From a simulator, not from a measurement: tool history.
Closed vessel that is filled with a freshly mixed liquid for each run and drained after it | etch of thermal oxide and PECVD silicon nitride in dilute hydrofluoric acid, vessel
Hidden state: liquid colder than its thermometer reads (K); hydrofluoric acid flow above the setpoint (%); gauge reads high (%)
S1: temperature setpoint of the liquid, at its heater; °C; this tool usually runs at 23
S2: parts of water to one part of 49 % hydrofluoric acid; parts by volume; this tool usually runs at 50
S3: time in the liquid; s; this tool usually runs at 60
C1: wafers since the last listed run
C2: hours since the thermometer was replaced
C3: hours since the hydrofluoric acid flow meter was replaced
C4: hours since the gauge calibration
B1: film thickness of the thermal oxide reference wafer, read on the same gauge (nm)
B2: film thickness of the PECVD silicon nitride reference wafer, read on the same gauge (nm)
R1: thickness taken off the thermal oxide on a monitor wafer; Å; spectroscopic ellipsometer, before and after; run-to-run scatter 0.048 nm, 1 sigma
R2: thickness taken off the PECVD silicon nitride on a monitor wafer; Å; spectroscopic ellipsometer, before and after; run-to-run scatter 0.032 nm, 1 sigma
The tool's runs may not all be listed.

run,day,S1,S2,S3,C1,C2,C3,C4,B1,B2,R1,R2
1,0,20,65,60,0,1743.6,1258.2,69.9,70,109.978,33.7,18.72
2,7.521,20,65,60,14228,1924.1,1438.7,250.4,70.01,109.979,33.2,19.05
3,11.779,24.5,50,75,8056,2026.3,1540.9,352.6,70.01,109.995,65.9,41.31
4,13.612,23,75,60,3468,2070.3,1584.9,396.6,69.99,110.024,32.6,20.01
5,15.342,26.5,65,35,3271,2111.8,1626.4,438.1,70.02,109.995,25.5,16.8
6,18.8,23,35,45,6542,2194.8,1709.4,521.1,70,110.006,54.4,31.15
7,23.117,20,25,60,8166,2298.4,1813,624.7,70.01,110.048,91.7,46.38
8,25.7,19,25,95,4887,2360.4,1875,686.7,69.97,110.023,137.4,68.46
9,29.492,21,70,30,7173,2451.4,1966,777.7,70.03,110.011,15.9,9.12
10,32.262,20.5,50,70,5241,2517.9,2032.5,844.2,70.01,109.944,51.8,28.84
# day 36.292: hydrofluoric acid flow meter replaced
11,36.329,23,50,60,7614,2615.5,0.9,941.8,70,109.973,49.8,29.13
12,38.467,21.5,50,45,4043,2666.8,52.2,993.1,70,110.034,34.9,19.72
13,40.462,24.5,35,60,3775,2714.7,100.1,1041,70.02,110.031,77.2,44.85
# day 40.708: thermometer replaced
14,51.879,18,65,45,21519,268.1,374.1,1315,69.99,109.99,24.2,12.93
15,55.046,25,75,75,5990,344.1,450.1,1391,70,109.986,45.9,30.57
16,57.212,24.5,30,60,4098,396.1,502.1,1443,69.97,110.02,94.7,58.07
17,58.979,23,50,60,3342,438.5,544.5,1485.4,70.03,109.979,51.7,31.44
18,61.125,23,65,60,4059,490,596,1536.9,70,110.037,39.4,24.4
19,63.2,20.5,70,80,3925,539.8,645.8,1586.7,69.99,110.016,43.9,25.33
20,66.667,19.5,50,95,6558,623,729,1669.9,70,109.968,70.6,38.64
21,69.112,23,35,60,4627,681.7,787.7,1728.6,69.99,110.054,74.5,44.15
22,71.712,23,50,60,4918,744.1,850.1,1791,69.96,110.056,51.8,31.41
23,73.717,27,50,35,3791,792.2,898.2,1839.1,70,110.012,35.9,23.57
24,76.217,24.5,25,60,4729,852.2,958.2,1899.1,70,110.02,113.2,67.7
25,78.646,23,50,60,4595,910.5,1016.5,1957.4,70.01,110.025,51.6,30.93
26,82.771,23,50,60,7803,1009.5,1115.5,2056.4,70,110.032,51,30.89
27,84.688,20.5,35,35,3625,1055.5,1161.5,2102.4,69.99,110.014,39,21.5

How would selected steps in R1 from run to run divide? Give the signed amount a tool lacking its hidden state would still show from settings, what came in and random variation, and the signed amount left for the hidden state, including any gauge scatter that is not in both of the compared results.
Run 8 -> 9: S1 19 -> 21, S2 25 -> 70, S3 95 -> 30. R1 -121.5 Å: hidden state +8.2, all else -129.7.
Run 13 -> 14: S1 24.5 -> 18, S2 35 -> 65, S3 60 -> 45, thermometer replaced. R1 -53 Å: hidden state +5.4, all else -58.4.
Run 23 -> 24: S1 27 -> 24.5, S2 50 -> 25, S3 35 -> 60. R1 +77.3 Å: hidden state -2.3, all else +79.6.
